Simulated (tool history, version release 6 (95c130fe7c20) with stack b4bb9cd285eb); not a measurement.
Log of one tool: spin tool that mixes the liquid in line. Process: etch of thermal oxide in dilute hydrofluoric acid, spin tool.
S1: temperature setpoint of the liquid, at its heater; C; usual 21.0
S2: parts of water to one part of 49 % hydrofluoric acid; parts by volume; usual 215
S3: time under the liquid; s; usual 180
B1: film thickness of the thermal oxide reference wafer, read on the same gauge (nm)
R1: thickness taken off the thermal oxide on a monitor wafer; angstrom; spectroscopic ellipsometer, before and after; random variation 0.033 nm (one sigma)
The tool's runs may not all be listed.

run    hour    S1   S2   S3      B1     R1
  1     0.0  21.0  215  180  39.968  30.41
  2    35.1  21.0  165  180  39.989  42.42
  3    86.1  21.0  165  180  39.987  41.77
  4   171.1  21.0  215  180  40.025  30.91
  5   229.8  21.0  295   95  40.026  10.94
  6   266.4  19.5  215  180  40.005  29.20
  7   326.5  19.5  215  180  40.033  28.67
  8   358.7  19.5  215  180  40.001  28.32
  9   385.0  21.0  215  180  39.972  30.44
 10   435.2  21.0  215  180  39.981  30.54
 11   479.7  17.5  215  180  39.988  26.69
      544.9  -- thermometer replaced
 12   546.9  17.5  215  180  39.995  26.44
      642.0  -- hydrofluoric acid flow meter replaced
 13   748.4  17.5  215  180  40.004  27.13
 14   806.8  21.0  215  180  39.972  30.49
 15   875.3  24.5  215  180  40.029  34.55
 16   926.8  21.0  180  180  39.978  37.38
 17   979.9  21.0  325  180  39.955  18.00
 18  1039.5  21.0  180  180  39.993  37.55
 19  1064.7  19.0  245  180  39.998  23.60
     1098.7  -- gauge calibrated
 20  1128.4  18.5  325  110  39.978  10.08
 21  1182.4  21.0  245  230  39.988  32.72
 22  1247.9  25.5  215  180  40.006  36.45
     1272.2  -- thermometer replaced
 23  1312.7  21.0  325  180  39.975  18.58
 24  1383.7  17.0  300  180  40.007  17.57
 25  1436.0  21.0  145  180  39.974  47.90
 26  1480.7  21.0  215  180  39.983  29.98
 27  1515.8  21.0  215  180  39.967  30.88
 28  1639.5  21.0  165  180  39.990  41.21
 29  1666.0  21.0  215   90  40.013  15.32
 30  1694.9  17.0  155  125  40.015  26.60
 31  1747.4  17.0  215  135  40.032  20.11
 32  1801.1  17.0  215  180  40.005  26.22
 33  1855.8  19.0  105  180  40.025  63.68

5 ways to go on from here, each from the tool as it stands after run 33. What would each give?
  A  1856.3  21.0  215  180   ?   ?
  B  1856.3  21.0  310  180   ?   ?
  C  1856.3  26.0  215  110   ?   ?
  D  1856.3  24.5  300  145   ?   ?
  E  1856.3  21.0  300  270   ?   ?

run      B1     R1
  A  39.983  30.44
  B  39.983  19.30
  C  39.983  22.36
  D  39.983  18.34
  E  39.983  30.19
Without the tool's hidden state the same runs would have given:
run     R1
  A  30.44
  B  19.30
  C  22.36
  D  18.34
  E  30.19

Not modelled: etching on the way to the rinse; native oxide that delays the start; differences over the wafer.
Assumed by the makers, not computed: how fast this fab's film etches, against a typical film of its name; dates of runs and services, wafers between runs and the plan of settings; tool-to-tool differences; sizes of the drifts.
